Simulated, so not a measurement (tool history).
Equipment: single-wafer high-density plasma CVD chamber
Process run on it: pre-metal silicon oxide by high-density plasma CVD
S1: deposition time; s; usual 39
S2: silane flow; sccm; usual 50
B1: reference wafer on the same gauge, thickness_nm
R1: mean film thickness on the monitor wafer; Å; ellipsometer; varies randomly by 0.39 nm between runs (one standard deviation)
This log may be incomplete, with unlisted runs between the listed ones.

run	day	S1	S2	B1	R1
1	0	41.1	55	222.052	2253.82
2	1.046	41.1	55	222.221	2260.29
3	1.975	39	46	221.863	1877.59
4	3.2	39	46	221.773	1882.6
5	4.125	34.2	45	222.127	1622.35
6	6.783	34.2	45	221.853	1618.24
7	7.4	44.8	50	221.889	2291.62
8	8.558	33.3	50	222.058	1701.82
9	9.454	33.3	50	221.931	1703.58
10	11.812	33.3	50	222.15	1696.21
11	12.429	41.3	58	221.964	2361.06
12	13.704	41.3	58	222.004	2361.88
# day 14.2: gauge calibrated
13	14.442	39	50	222.019	1991.76
14	15.558	39	50	221.973	1992.57
15	16.738	39	50	221.95	1991.78
# day 17.571: silane flow controller replaced
16	17.671	45.8	45	221.916	2363.16
17	19.154	35.1	50	221.897	1957.09
18	20.346	43.6	56	222.065	2643.18
19	21.562	43.9	55	222.102	2628.8
20	22.796	33.3	46	222.076	1737.37
# day 23.521: silane flow controller replaced, repeated, since the last time left the tool worse
21	24.271	44.1	45	221.859	2150.11
22	25.108	44.3	50	221.704	2333.56
23	25.933	34.2	45	221.911	1667.76
24	27.421	44.7	59	221.985	2672.26
25	28.617	45.7	43	222.081	2160.36
26	30.067	31.7	43	221.836	1493.74
27	31.5	31.3	54	222.016	1745.64
28	32.062	33.3	50	222.028	1747.12
29	33.517	31.6	50	222.033	1661.3
30	34.55	39	50	222.03	2045.92

Exercise: give the hidden state of the tool at every run:
gauge reads high (%): 0 in every run
H1: delivered silane flow above the setpoint (%)
run	H1
1	-3.7
2	-3.72
3	-3.74
4	-3.77
5	-3.79
6	-3.85
7	-3.87
8	-3.89
9	-3.91
10	-3.97
11	-3.98
12	-4.01
13	-4.03
14	-4.05
15	-4.08
16	7.8
17	7.76
18	7.74
19	7.71
20	7.68
21	0.192
22	0.173
23	0.154
24	0.12
25	0.0926
26	0.0592
27	0.0263
28	0.0134
29	-0.02
30	-0.0438

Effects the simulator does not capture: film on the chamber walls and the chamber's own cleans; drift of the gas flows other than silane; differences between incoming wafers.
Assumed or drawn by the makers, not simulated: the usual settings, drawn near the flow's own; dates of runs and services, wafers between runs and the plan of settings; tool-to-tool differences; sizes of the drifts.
